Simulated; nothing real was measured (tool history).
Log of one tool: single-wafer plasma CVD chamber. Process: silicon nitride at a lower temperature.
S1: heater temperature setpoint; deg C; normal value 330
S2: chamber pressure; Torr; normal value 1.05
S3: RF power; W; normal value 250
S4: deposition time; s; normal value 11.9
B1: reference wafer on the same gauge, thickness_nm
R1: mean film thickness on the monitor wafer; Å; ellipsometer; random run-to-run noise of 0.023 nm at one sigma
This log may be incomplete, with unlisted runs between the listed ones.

run	hour	S1	S2	S3	S4	B1	R1
1	0	330	1.11	215	11.9	12.995	103.48
2	42	330	1.11	215	11.9	12.994	103.33
3	213.8	335	1.05	275	11.9	12.996	115.56
4	278.5	330	1.05	250	11.9	13.007	110.38
# hour 320.3: thermocouple changed; heater temperature recalibrated
5	341.8	330	1.05	250	11.9	12.992	110.28
# hour 352: RF generator calibrated
6	371.1	330	1.05	250	11.9	12.999	110.46
7	408.3	330	1.05	250	11.9	12.994	110.42
8	445.2	330	1.05	250	11.9	13.006	110.11
9	490.9	330	0.91	250	11.9	12.996	107.42
# hour 550.1: capacitance manometer re-zeroed and calibrated
10	550.6	330	1.05	250	13.5	13.01	126.59
# hour 559.5: showerhead replaced
11	610.4	330	0.87	270	10.6	13.007	100.02
12	643.2	330	1.05	250	11.9	13.008	111.18
13	707.1	316	1.05	250	11.9	12.996	111.87
14	749.8	320	1.27	205	10.1	13.003	88.89
15	819.9	330	1.05	250	11.9	12.999	111.04
# hour 865.1: gauge calibrated
16	883.2	330	1.05	280	11.9	12.995	117.73
17	907.8	330	1.05	230	11.9	12.982	106.71
18	957.4	330	1.05	235	13.7	12.994	124.05
19	1018.3	330	1.05	250	11.9	13.008	110.96
20	1050.5	330	0.91	250	11.9	12.994	109.13
21	1231.9	330	1.05	250	11.9	13.003	111.38
22	1262	336	1.05	210	11.9	13.003	102.11
23	1303.2	330	1.05	250	11.9	12.994	111.28
# hour 1340.6: RF generator calibrated
24	1355.7	336	0.94	200	13.2	13.005	108.44
25	1382.4	322	1.18	250	11.9	12.996	113.35
26	1451	330	1.22	250	9.9	13.008	94.43
27	1504.5	321	1.05	265	11.9	13.007	114.84
28	1563	316	1.22	275	11.1	12.997	111.38

How would selected steps in R1 from run to run divide? Give the signed amount a tool lacking its hidden state would still show from settings, what came in and random variation, and the signed amount left for the hidden state, including any gauge scatter that is not in both of the compared results.
The hidden state here: wafer temperature above the value expected at the setpoint (K); delivered RF power above the setpoint (%); true pressure above the setpoint (%); gauge reads high (%).
Run 2 -> 3: S1 330 -> 335, S2 1.11 -> 1.05, S3 215 -> 275. R1 +12.23 Å: hidden state -0.21, all else +12.44.
Run 9 -> 10: S2 0.91 -> 1.05, S4 11.9 -> 13.5, capacitance manometer re-zeroed and calibrated. R1 +19.17 Å: hidden state +0.96, all else +18.21.
Run 10 -> 11: S2 1.05 -> 0.87, S3 250 -> 270, S4 13.5 -> 10.6, showerhead replaced. R1 -26.57 Å: hidden state +0.03, all else -26.6.
Run 13 -> 14: S1 316 -> 320, S2 1.05 -> 1.27, S3 250 -> 205, S4 11.9 -> 10.1. R1 -22.98 Å: hidden state +0.02, all else -23.
